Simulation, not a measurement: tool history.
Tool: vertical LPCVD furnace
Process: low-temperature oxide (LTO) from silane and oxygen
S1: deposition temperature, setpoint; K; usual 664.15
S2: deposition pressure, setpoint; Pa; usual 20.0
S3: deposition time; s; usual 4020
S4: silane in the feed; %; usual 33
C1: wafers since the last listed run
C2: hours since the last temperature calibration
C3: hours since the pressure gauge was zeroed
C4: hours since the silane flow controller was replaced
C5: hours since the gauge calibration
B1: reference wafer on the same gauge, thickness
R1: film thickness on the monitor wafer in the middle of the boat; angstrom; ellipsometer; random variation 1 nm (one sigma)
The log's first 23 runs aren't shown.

| run | hour | S1 | S2 | S3 | S4 | C1 | C2 | C3 | C4 | C5 | B1 | R1 |
|---|---|---|---|---|---|---|---|---|---|---|---|---|
| 24 | 2110.2 | 664.15 | 20.0 | 4020 | 33 | 1537 | 243.2 | 1960.1 | 1814.7 | 1876.1 | 355.06 | 3014.9 |
| 25 | 2204.5 | 664.15 | 20.0 | 4020 | 33 | 1592 | 337.5 | 2054.4 | 1909.0 | 1970.4 | 355.11 | 3012.9 |
| 26 | 2268.6 | 664.15 | 20.0 | 4020 | 30 | 1082 | 401.6 | 2118.5 | 1973.1 | 2034.5 | 354.99 | 2633.1 |
| 27 | 2310.9 | 664.15 | 16.7 | 4020 | 31 | 714 | 443.9 | 2160.8 | 2015.4 | 2076.8 | 355.29 | 2308.5 |
| 28 | 2544.0 | 660.15 | 20.0 | 3570 | 39 | 3937 | 677.0 | 2393.9 | 2248.5 | 2309.9 | 354.98 | 3226.8 |
| 29 | 2647.6 | 664.15 | 18.7 | 4020 | 30 | 1749 | 780.6 | 2497.5 | 2352.1 | 2413.5 | 354.67 | 2450.8 |
| 30 | 2727.7 | 664.15 | 20.0 | 4020 | 33 | 1352 | 860.7 | 2577.6 | 2432.2 | 2493.6 | 354.67 | 3013.9 |
| 31 | 2824.0 | 664.15 | 24.7 | 4020 | 31 | 1626 | 957.0 | 2673.9 | 2528.5 | 2589.9 | 354.74 | 3413.9 |

4 ways to go on from here, each from the tool as it stands after run 31. What would each give?
| A | 2829.3 | 664.15 | 20.0 | 4020 | 33 | 89 | 962.3 | 2679.2 | 2533.8 | 2595.2 | ? | ? |
| B | 2829.3 | 676.15 | 20.0 | 4020 | 37 | 89 | 962.3 | 2679.2 | 2533.8 | 2595.2 | ? | ? |
| C | 2829.3 | 674.15 | 20.0 | 4020 | 33 | 89 | 962.3 | 2679.2 | 2533.8 | 2595.2 | ? | ? |
| D | 2829.3 | 664.15 | 20.0 | 2670 | 33 | 89 | 962.3 | 2679.2 | 2533.8 | 2595.2 | ? | ? |

| run | B1 | R1 |
|---|---|---|
| A | 355.48 | 3020.2 |
| B | 355.48 | 4046.1 |
| C | 355.48 | 3398.0 |
| D | 355.48 | 2006.0 |
Without the tool's hidden state the same runs would have given:
| run | R1 |
|---|---|
| A | 2992.5 |
| B | 4011.6 |
| C | 3367.9 |
| D | 1987.5 |

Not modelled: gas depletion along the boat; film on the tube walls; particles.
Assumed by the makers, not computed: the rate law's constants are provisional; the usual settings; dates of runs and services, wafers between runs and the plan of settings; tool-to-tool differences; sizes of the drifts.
